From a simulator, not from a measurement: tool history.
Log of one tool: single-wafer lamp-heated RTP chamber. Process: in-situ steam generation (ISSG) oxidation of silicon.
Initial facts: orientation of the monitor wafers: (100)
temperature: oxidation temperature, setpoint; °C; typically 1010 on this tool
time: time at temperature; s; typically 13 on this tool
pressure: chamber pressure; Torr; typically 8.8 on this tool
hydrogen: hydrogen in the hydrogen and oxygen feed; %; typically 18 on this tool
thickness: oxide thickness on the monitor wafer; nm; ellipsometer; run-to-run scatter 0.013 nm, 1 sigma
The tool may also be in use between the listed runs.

run	day	temperature	time	pressure	hydrogen	wafers since the last listed run	wafers since the last pyrometer calibration	hours since the pressure gauge was zeroed	hours since the hydrogen flow controller was replaced	hours since the gauge calibration	read-back reference wafer on the same gauge, thickness	thickness
1	0.000	1010	9	8.8	18	0	1059	4201.9	1598.0	213.6	4.470	3.675
2	1.475	1010	9	8.8	18	309	1369	4237.3	1633.4	249.0	4.468	3.692
3	2.854	1010	9	8.8	18	289	1658	4270.4	1666.5	282.1	4.469	3.686
4	4.108	1010	13	8.8	18	263	1922	4300.5	1696.6	312.2	4.471	4.351
5	6.692	1010	13	8.8	18	542	2464	4362.5	1758.6	374.2	4.471	4.339
6	7.596	1010	13	8.8	18	189	2654	4384.2	1780.3	395.9	4.466	4.353
7	9.238	1010	11	8.8	18	344	2998	4423.6	1819.7	435.3	4.473	4.033
8	10.246	1010	11	8.8	18	211	3210	4447.8	1843.9	459.5	4.468	4.049
9	11.662	1010	11	8.8	18	297	3508	4481.8	1877.9	493.5	4.471	4.062
10	16.008	1020	13	8.8	18	912	4420	4586.1	1982.2	597.8	4.470	4.560
# day 16.550: gauge calibrated
# day 16.812: pyrometer window cleaned and pyrometer calibrated
11	17.450	1010	13	8.8	18	232	134	4620.7	2016.8	21.6	4.470	4.342
12	18.496	1010	13	8.8	18	219	353	4645.8	2041.9	46.7	4.472	4.316
13	19.812	1010	12	8.8	12	276	630	4677.4	2073.5	78.3	4.468	3.812
14	20.742	1010	13	8.8	18	195	825	4699.7	2095.8	100.6	4.470	4.314
15	21.692	1010	16	8.8	18	199	1024	4722.5	2118.6	123.4	4.468	4.795
16	22.317	993	13	8.8	18	131	1155	4737.5	2133.6	138.4	4.470	4.065
# day 22.971: hydrogen flow controller replaced
# day 23.442: pressure gauge zeroed
17	23.462	1010	13	8.8	18	100	1256	0.5	11.8	165.9	4.468	4.336
18	24.525	1010	13	8.8	12	223	1479	26.0	37.3	191.4	4.471	3.951
19	25.358	1010	13	7.4	18	174	1654	46.0	57.3	211.4	4.467	4.342
20	26.358	1010	13	8.8	18	209	1864	70.0	81.3	235.4	4.469	4.337
21	27.746	1010	13	9.9	18	291	2155	103.3	114.6	268.7	4.472	4.280
22	28.588	1010	13	8.8	18	176	2332	123.5	134.8	288.9	4.467	4.336
23	29.879	1016	13	8.8	11	271	2603	154.5	165.8	319.9	4.471	3.991
24	30.671	1010	13	10.0	18	166	2769	173.5	184.8	338.9	4.473	4.304
25	31.350	1010	13	10.1	18	142	2912	189.8	201.1	355.2	4.466	4.276
26	32.567	1010	13	8.8	26	255	3167	219.0	230.3	384.4	4.469	4.756

Here are 5 independent what-if runs from the current tool condition. What would each one return?
A	32.583	1010	8	8.8	18	3	3171	219.4	230.7	384.8	?	?
B	32.583	1010	13	7.9	18	3	3171	219.4	230.7	384.8	?	?
C	32.583	1004	13	8.8	18	3	3171	219.4	230.7	384.8	?	?
D	32.583	1010	13	8.8	21	3	3171	219.4	230.7	384.8	?	?
E	32.583	1010	15	8.8	18	3	3171	219.4	230.7	384.8	?	?

run	read-back reference wafer on the same gauge, thickness	thickness
A	4.472	3.506
B	4.472	4.363
C	4.472	4.248
D	4.472	4.507
E	4.472	4.640
Had the tool no hidden state, the same runs would have come out as:
run	thickness
A	3.481
B	4.325
C	4.213
D	4.468
E	4.598

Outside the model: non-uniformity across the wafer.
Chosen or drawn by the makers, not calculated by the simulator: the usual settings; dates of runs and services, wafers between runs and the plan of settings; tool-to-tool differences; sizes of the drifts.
